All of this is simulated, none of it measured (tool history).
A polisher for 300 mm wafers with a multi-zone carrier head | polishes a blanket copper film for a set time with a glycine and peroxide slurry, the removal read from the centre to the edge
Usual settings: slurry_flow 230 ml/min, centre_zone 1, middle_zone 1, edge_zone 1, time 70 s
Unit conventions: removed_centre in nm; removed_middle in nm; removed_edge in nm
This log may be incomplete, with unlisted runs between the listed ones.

run,hour,slurry_flow,centre_zone,middle_zone,edge_zone,time,wafers since the last listed run,wafers polished on this pad,hours since the slurry nozzle was cleaned,hours since the centre zone pressure was calibrated,hours since the edge zone pressure was calibrated,hours since the carrier head's membrane was replaced,"incoming thickness of the incoming film, nm",removed_centre,removed_middle,removed_edge
1,0,230,1,1,1,70,0,2461,78.8,158.6,58.3,498.5,2150.9,210.1,208.9,204.6
# hour 93.8: worn pad replaced by a new one
2,94.3,230,1,1,1,70,666,3,173.1,252.9,152.6,592.8,2175.1,239.1,232.6,226.5
# hour 130.8: carrier head's membrane replaced by a new one
3,191.8,230,1,1,1,70,682,685,270.6,350.4,250.1,61,2146,212.3,216.7,216.8
4,247.7,230,1,1,1,70,412,1098,326.5,406.3,306,116.9,2143.4,212.6,213.6,205.1
5,313.7,205,1,1,1,70,486,1585,392.5,472.3,372,182.9,2168.1,206.5,202.3,204.4
6,396.1,205,1,1,1,70,607,2192,474.9,554.7,454.4,265.3,2180,199.9,200.7,203
7,492.9,230,0.94,1,1,87,714,2907,571.7,651.5,551.2,362.1,2139.9,232.4,249.3,249
# hour 500.3: worn pad replaced by a new one
8,543.7,230,0.94,1,1,87,345,320,622.5,702.3,602,412.9,2159,254.1,268.5,271.3
9,615.9,230,0.94,1,1,87,532,852,694.7,774.5,674.2,485.1,2155.3,240.7,258.4,258.6
# hour 626.8: carrier head's membrane replaced by a new one
10,711.9,230,1,1,1,70,671,1524,790.7,870.5,770.2,85.1,2172.3,200,199.3,201.3
# hour 749.1: slurry nozzle cleaned
11,802.3,230,1,1,1,70,659,2183,53.2,960.9,860.6,175.5,2171,209.7,204.1,204.9
12,855.7,230,1,1.1,1.09,58,393,2577,106.6,1014.3,914,228.9,2123.6,171.3,183.1,176.1
# hour 904.9: worn pad replaced by a new one
# hour 930.7: centre zone pressure recalibrated
13,1153.5,230,1,1,1,70,2152,1818,404.4,222.8,1211.8,526.7,2155.3,205.4,201.7,202.1
# hour 1163.5: carrier head's membrane replaced by a new one
14,1190.2,230,1.04,1,1,59,233,2052,441.1,259.5,1248.5,26.7,2150,179.5,168.8,170.3
# hour 1243.4: edge zone pressure recalibrated
# hour 1304.9: worn pad replaced by a new one
15,1405,230,0.94,1,1,70,1540,738,655.9,474.3,161.6,241.5,2168.2,194.9,206.6,209
16,1458.3,230,1,1,0.93,70,393,1131,709.2,527.6,214.9,294.8,2131,200.6,199.6,197.6
# hour 1488.6: slurry nozzle cleaned
17,1554.1,230,1,1.08,1.07,70,699,1830,65.5,623.4,310.7,390.6,2136.4,210.5,217.3,216
18,1613.3,230,1,1,1,70,436,2267,124.7,682.6,369.9,449.8,2154.4,209.5,206.2,210.4
# hour 1686: worn pad replaced by a new one
19,1713,230,1,1.11,1,70,705,199,224.4,782.3,469.6,549.5,2161.3,228.6,249.5,231.7
# hour 1744.8: carrier head's membrane replaced by a new one
20,1796,230,1,1,1,70,575,774,307.4,865.3,552.6,51.2,2147.5,220.1,214.4,213.2
# hour 1853.5: centre zone pressure recalibrated
21,1876.4,230,1,1,1,51,578,1352,387.8,22.9,633,131.6,2133.2,157,153.2,154.3
22,1967,230,1,1,1.04,86,668,2021,478.4,113.5,723.6,222.2,2178.3,255.4,247.5,253.1

Consider 4 possible next runs. They are alternatives, not a sequence: every one starts from the tool as it was left by run 22. What does each give?
A,1967.4,230,1,1,1,70,2,2024,478.8,113.9,724,222.6,2154.8,?,?,?
B,1967.4,230,1,1,1.07,48,2,2024,478.8,113.9,724,222.6,2154.8,?,?,?
C,1967.4,230,1,1,1.12,70,2,2024,478.8,113.9,724,222.6,2154.8,?,?,?
D,1967.4,275,1,0.96,0.93,70,2,2024,478.8,113.9,724,222.6,2154.8,?,?,?

run,removed_centre,removed_middle,removed_edge
A,204,202.3,205.2
B,139.9,138.7,145.4
C,204,202.3,217.1
D,209.5,201,201.9
Stripped of hidden state, with their random variation kept, the same runs would have yielded:
run,removed_centre,removed_middle,removed_edge
A,240.5,237.5,238.4
B,164.9,162.8,169
C,240.5,237.4,252.2
D,245.5,234.6,233.7

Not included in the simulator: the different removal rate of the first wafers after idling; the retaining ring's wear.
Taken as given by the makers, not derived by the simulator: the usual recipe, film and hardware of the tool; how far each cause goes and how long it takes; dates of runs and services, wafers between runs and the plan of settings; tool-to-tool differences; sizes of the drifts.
